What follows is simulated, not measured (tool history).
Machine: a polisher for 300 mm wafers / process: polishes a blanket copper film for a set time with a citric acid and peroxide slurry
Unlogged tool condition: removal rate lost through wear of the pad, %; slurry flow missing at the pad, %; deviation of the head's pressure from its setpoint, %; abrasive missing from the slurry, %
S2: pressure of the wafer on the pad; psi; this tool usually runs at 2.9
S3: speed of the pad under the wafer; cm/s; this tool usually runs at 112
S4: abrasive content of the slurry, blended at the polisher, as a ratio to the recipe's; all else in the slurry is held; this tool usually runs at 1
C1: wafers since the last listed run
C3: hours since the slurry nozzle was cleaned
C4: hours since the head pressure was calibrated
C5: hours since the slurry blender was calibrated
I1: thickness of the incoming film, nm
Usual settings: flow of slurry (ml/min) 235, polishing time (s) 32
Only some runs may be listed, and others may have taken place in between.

run 1 hour=0 | flow_of_slurry_(ml/min)=235 S2=2.9 S3=112 S4=1 polishing_time_(s)=32 | C1=0 wafers_polished_on_this_pad=1529 C3=45 C4=591.6 C5=203.1 | I1=966.4 | film_removed_(nm)=70.7
-- hour=163.5 slurry blender recalibrated
run 2 hour=218 | flow_of_slurry_(ml/min)=235 S2=2.9 S3=112 S4=0.95 polishing_time_(s)=32 | C1=2616 wafers_polished_on_this_pad=4145 C3=263 C4=809.6 C5=54.5 | I1=961 | film_removed_(nm)=70.2
-- hour=253.5 worn pad replaced by a new one
run 3 hour=307.2 | flow_of_slurry_(ml/min)=235 S2=2.9 S3=112 S4=0.95 polishing_time_(s)=32 | C1=1032 wafers_polished_on_this_pad=651 C3=352.2 C4=898.8 C5=143.7 | I1=974.7 | film_removed_(nm)=69.5
-- hour=316.8 head pressure recalibrated
run 4 hour=373.4 | flow_of_slurry_(ml/min)=235 S2=2.9 S3=112 S4=0.95 polishing_time_(s)=32 | C1=777 wafers_polished_on_this_pad=1428 C3=418.4 C4=56.6 C5=209.9 | I1=976.2 | film_removed_(nm)=68
-- hour=415.3 slurry nozzle cleaned
run 5 hour=448.4 | flow_of_slurry_(ml/min)=235 S2=2.6 S3=112 S4=1 polishing_time_(s)=32 | C1=896 wafers_polished_on_this_pad=2325 C3=33.1 C4=131.6 C5=284.9 | I1=964.5 | film_removed_(nm)=63.9
run 6 hour=538.5 | flow_of_slurry_(ml/min)=235 S2=2.6 S3=112 S4=1 polishing_time_(s)=32 | C1=1091 wafers_polished_on_this_pad=3416 C3=123.2 C4=221.7 C5=375 | I1=976.2 | film_removed_(nm)=63.8
-- hour=572.1 slurry blender recalibrated
run 7 hour=591 | flow_of_slurry_(ml/min)=235 S2=2.3 S3=112 S4=1 polishing_time_(s)=32 | C1=611 wafers_polished_on_this_pad=4028 C3=175.7 C4=274.2 C5=18.9 | I1=960.3 | film_removed_(nm)=60.9
-- hour=613.1 worn pad replaced by a new one
run 8 hour=698.1 | flow_of_slurry_(ml/min)=235 S2=2.3 S3=112 S4=1 polishing_time_(s)=32 | C1=1248 wafers_polished_on_this_pad=1029 C3=282.8 C4=381.3 C5=126 | I1=981.9 | film_removed_(nm)=58.9
run 9 hour=754.9 | flow_of_slurry_(ml/min)=235 S2=2.9 S3=86 S4=1 polishing_time_(s)=32 | C1=688 wafers_polished_on_this_pad=1717 C3=339.6 C4=438.1 C5=182.8 | I1=960.4 | film_removed_(nm)=53.3
run 10 hour=855.1 | flow_of_slurry_(ml/min)=235 S2=2.9 S3=86 S4=1 polishing_time_(s)=32 | C1=1213 wafers_polished_on_this_pad=2931 C3=439.8 C4=538.3 C5=283 | I1=960.6 | film_removed_(nm)=53.4
-- hour=887.6 slurry nozzle cleaned
run 11 hour=935.9 | flow_of_slurry_(ml/min)=235 S2=2.9 S3=86 S4=1 polishing_time_(s)=32 | C1=966 wafers_polished_on_this_pad=3898 C3=48.3 C4=619.1 C5=363.8 | I1=955.8 | film_removed_(nm)=54.1
-- hour=985.3 worn pad replaced by a new one
-- hour=1001.3 slurry blender recalibrated
run 12 hour=1027.2 | flow_of_slurry_(ml/min)=235 S2=2.9 S3=112 S4=1 polishing_time_(s)=40 | C1=1033 wafers_polished_on_this_pad=483 C3=139.6 C4=710.4 C5=25.9 | I1=971 | film_removed_(nm)=89.8
run 13 hour=1121 | flow_of_slurry_(ml/min)=235 S2=2.9 S3=112 S4=1 polishing_time_(s)=32 | C1=1136 wafers_polished_on_this_pad=1620 C3=233.4 C4=804.2 C5=119.7 | I1=961.1 | film_removed_(nm)=70.2
-- hour=1172.7 head pressure recalibrated
run 14 hour=1203.5 | flow_of_slurry_(ml/min)=235 S2=3.6 S3=112 S4=1.1 polishing_time_(s)=32 | C1=975 wafers_polished_on_this_pad=2595 C3=315.9 C4=30.8 C5=202.2 | I1=979.2 | film_removed_(nm)=83.8
run 15 hour=1292.8 | flow_of_slurry_(ml/min)=235 S2=2.9 S3=144 S4=1 polishing_time_(s)=32 | C1=1081 wafers_polished_on_this_pad=3676 C3=405.2 C4=120.1 C5=291.5 | I1=963.1 | film_removed_(nm)=87.2
-- hour=1314 worn pad replaced by a new one
run 16 hour=1353.2 | flow_of_slurry_(ml/min)=235 S2=2.9 S3=112 S4=1.15 polishing_time_(s)=22 | C1=683 wafers_polished_on_this_pad=474 C3=465.6 C4=180.5 C5=351.9 | I1=978.6 | film_removed_(nm)=47.6
run 17 hour=1404.5 | flow_of_slurry_(ml/min)=265 S2=2.9 S3=112 S4=1 polishing_time_(s)=32 | C1=621 wafers_polished_on_this_pad=1096 C3=516.9 C4=231.8 C5=403.2 | I1=969.8 | film_removed_(nm)=68.5
-- hour=1417.1 slurry blender recalibrated
-- hour=1441.6 slurry nozzle cleaned
run 18 hour=1460.3 | flow_of_slurry_(ml/min)=180 S2=2.9 S3=96 S4=1 polishing_time_(s)=24 | C1=639 wafers_polished_on_this_pad=1735 C3=18.7 C4=287.6 C5=43.2 | I1=988.6 | film_removed_(nm)=44.4
run 19 hour=1558.7 | flow_of_slurry_(ml/min)=160 S2=2.9 S3=112 S4=0.8 polishing_time_(s)=32 | C1=1191 wafers_polished_on_this_pad=2927 C3=117.1 C4=386 C5=141.6 | I1=973.5 | film_removed_(nm)=62.7
run 20 hour=1613.2 | flow_of_slurry_(ml/min)=235 S2=2.9 S3=112 S4=1 polishing_time_(s)=32 | C1=660 wafers_polished_on_this_pad=3588 C3=171.6 C4=440.5 C5=196.1 | I1=963.3 | film_removed_(nm)=69.5
-- hour=1644.1 worn pad replaced by a new one
run 21 hour=1699.2 | flow_of_slurry_(ml/min)=265 S2=3.8 S3=112 S4=1 polishing_time_(s)=37 | C1=993 wafers_polished_on_this_pad=667 C3=257.6 C4=526.5 C5=282.1 | I1=970.6 | film_removed_(nm)=100.1
run 22 hour=1739.1 | flow_of_slurry_(ml/min)=235 S2=2.9 S3=112 S4=1 polishing_time_(s)=32 | C1=483 wafers_polished_on_this_pad=1150 C3=297.5 C4=566.4 C5=322 | I1=964.2 | film_removed_(nm)=68.2
-- hour=1771.7 slurry blender recalibrated
run 23 hour=1789.6 | flow_of_slurry_(ml/min)=235 S2=3.8 S3=112 S4=0.9 polishing_time_(s)=22 | C1=587 wafers_polished_on_this_pad=1738 C3=348 C4=616.9 C5=17.9 | I1=967.9 | film_removed_(nm)=58.9
run 24 hour=1895.5 | flow_of_slurry_(ml/min)=210 S2=2.9 S3=112 S4=1 polishing_time_(s)=32 | C1=1282 wafers_polished_on_this_pad=3020 C3=453.9 C4=722.8 C5=123.8 | I1=980.8 | film_removed_(nm)=67.1

3 ways to go on from here, each from the tool as it stands after run 24. What would each give?
run A hour=1895.9 | flow_of_slurry_(ml/min)=235 S2=2.9 S3=112 S4=1.3 polishing_time_(s)=32 | C1=4 wafers_polished_on_this_pad=3025 C3=454.3 C4=723.2 C5=124.2 | I1=976.6 | film_removed_(nm)=?
run B hour=1895.9 | flow_of_slurry_(ml/min)=235 S2=2.9 S3=138 S4=0.8 polishing_time_(s)=32 | C1=4 wafers_polished_on_this_pad=3025 C3=454.3 C4=723.2 C5=124.2 | I1=976.6 | film_removed_(nm)=?
run C hour=1895.9 | flow_of_slurry_(ml/min)=295 S2=2.9 S3=112 S4=1 polishing_time_(s)=32 | C1=4 wafers_polished_on_this_pad=3025 C3=454.3 C4=723.2 C5=124.2 | I1=976.6 | film_removed_(nm)=?

run=A film_removed_(nm)=71.8
run=B film_removed_(nm)=81.9
run=C film_removed_(nm)=71.3
Had the tool no hidden state, the same runs would have come out as:
run=A film_removed_(nm)=77
run=B film_removed_(nm)=87.7
run=C film_removed_(nm)=75.7
